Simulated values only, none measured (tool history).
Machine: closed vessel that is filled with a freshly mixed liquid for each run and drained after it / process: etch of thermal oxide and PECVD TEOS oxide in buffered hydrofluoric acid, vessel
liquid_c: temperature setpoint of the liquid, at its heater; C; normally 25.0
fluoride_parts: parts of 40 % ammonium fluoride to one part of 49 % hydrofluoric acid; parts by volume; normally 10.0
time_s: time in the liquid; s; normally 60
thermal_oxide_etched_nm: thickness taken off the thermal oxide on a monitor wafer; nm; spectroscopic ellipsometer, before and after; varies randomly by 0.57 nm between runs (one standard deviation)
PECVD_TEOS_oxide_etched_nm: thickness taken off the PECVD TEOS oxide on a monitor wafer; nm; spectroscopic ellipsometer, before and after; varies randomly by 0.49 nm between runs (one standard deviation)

| run | hour | liquid_c | fluoride_parts | time_s | wafers since the last listed run | hours since the thermometer was replaced | hours since the hydrofluoric acid flow meter was replaced | hours since the gauge calibration | read-back film thickness of the thermal oxide reference wafer, read on the same gauge (nm) | read-back film thickness of the PECVD TEOS oxide reference wafer, read on the same gauge (nm) | thermal_oxide_etched_nm | PECVD_TEOS_oxide_etched_nm |
|---|---|---|---|---|---|---|---|---|---|---|---|---|
| 1 | 0.0 | 25.0 | 10.0 | 60 | 0 | 769.0 | 1718.2 | 492.7 | 59.99 | 110.00 | 68.29 | 106.71 |
| 2 | 38.0 | 25.0 | 12.0 | 45 | 3774 | 807.0 | 1756.2 | 530.7 | 59.95 | 110.05 | 42.47 | 66.76 |
| 3 | 92.3 | 25.0 | 12.0 | 45 | 5393 | 861.3 | 1810.5 | 585.0 | 60.00 | 110.02 | 42.93 | 67.18 |
| 4 | 132.7 | 25.0 | 10.0 | 60 | 4013 | 901.7 | 1850.9 | 625.4 | 60.01 | 109.96 | 68.92 | 106.99 |
| 5 | 191.4 | 25.0 | 10.0 | 60 | 5831 | 960.4 | 1909.6 | 684.1 | 60.04 | 109.97 | 68.85 | 107.14 |
| 6 | 291.1 | 25.0 | 10.0 | 60 | 9903 | 1060.1 | 2009.3 | 783.8 | 60.01 | 110.03 | 67.92 | 107.63 |
| 7 | 347.2 | 25.0 | 11.5 | 60 | 5572 | 1116.2 | 2065.4 | 839.9 | 59.95 | 110.02 | 59.65 | 94.27 |
|  | 446.8 | hydrofluoric acid flow meter replaced |
|  | 474.9 | thermometer replaced |
|  | 514.1 | gauge calibrated |
| 8 | 657.2 | 23.0 | 10.0 | 30 | 30595 | 182.3 | 210.4 | 143.1 | 60.02 | 109.98 | 31.16 | 48.77 |
| 9 | 728.5 | 29.5 | 6.5 | 35 | 7082 | 253.6 | 281.7 | 214.4 | 59.98 | 109.99 | 75.79 | 120.71 |
| 10 | 826.0 | 25.0 | 10.0 | 60 | 9685 | 351.1 | 379.2 | 311.9 | 60.01 | 110.05 | 69.85 | 110.45 |
| 11 | 863.1 | 29.5 | 8.0 | 95 | 3685 | 388.2 | 416.3 | 349.0 | 60.01 | 110.03 | 169.32 | 266.44 |
| 12 | 966.6 | 25.0 | 10.0 | 60 | 10281 | 491.7 | 519.8 | 452.5 | 59.97 | 109.99 | 70.24 | 110.79 |
| 13 | 1053.2 | 22.0 | 6.0 | 50 | 8602 | 578.3 | 606.4 | 539.1 | 59.99 | 110.03 | 79.68 | 125.81 |
| 14 | 1097.7 | 21.0 | 10.0 | 90 | 4420 | 622.8 | 650.9 | 583.6 | 59.99 | 110.05 | 84.59 | 133.97 |
| 15 | 1151.6 | 25.0 | 11.0 | 95 | 5354 | 676.7 | 704.8 | 637.5 | 59.97 | 110.00 | 101.85 | 159.71 |

5 ways to go on from here, each from the tool as it stands after run 15. What would each give?
| A | 1152.3 | 25.0 | 12.0 | 60 | 69 | 677.4 | 705.5 | 638.2 | ? | ? | ? | ? |
| B | 1152.3 | 27.0 | 9.0 | 85 | 69 | 677.4 | 705.5 | 638.2 | ? | ? | ? | ? |
| C | 1152.3 | 25.0 | 10.0 | 80 | 69 | 677.4 | 705.5 | 638.2 | ? | ? | ? | ? |
| D | 1152.3 | 29.5 | 13.5 | 45 | 69 | 677.4 | 705.5 | 638.2 | ? | ? | ? | ? |
| E | 1152.3 | 21.5 | 6.5 | 60 | 69 | 677.4 | 705.5 | 638.2 | ? | ? | ? | ? |

| run | read-back film thickness of the thermal oxide reference wafer, read on the same gauge (nm) | read-back film thickness of the PECVD TEOS oxide reference wafer, read on the same gauge (nm) | thermal_oxide_etched_nm | PECVD_TEOS_oxide_etched_nm |
|---|---|---|---|---|
| A | 60.02 | 109.99 | 58.88 | 92.57 |
| B | 60.02 | 109.99 | 120.54 | 189.52 |
| C | 60.02 | 109.99 | 93.78 | 147.45 |
| D | 60.02 | 109.99 | 49.96 | 78.56 |
| E | 60.02 | 109.99 | 87.44 | 137.48 |
Stripped of hidden state, with their random variation kept, the same runs would have yielded:
| run | thermal_oxide_etched_nm | PECVD_TEOS_oxide_etched_nm |
|---|---|---|
| A | 58.00 | 91.19 |
| B | 116.77 | 183.60 |
| C | 92.37 | 145.23 |
| D | 49.31 | 77.52 |
| E | 85.55 | 134.51 |

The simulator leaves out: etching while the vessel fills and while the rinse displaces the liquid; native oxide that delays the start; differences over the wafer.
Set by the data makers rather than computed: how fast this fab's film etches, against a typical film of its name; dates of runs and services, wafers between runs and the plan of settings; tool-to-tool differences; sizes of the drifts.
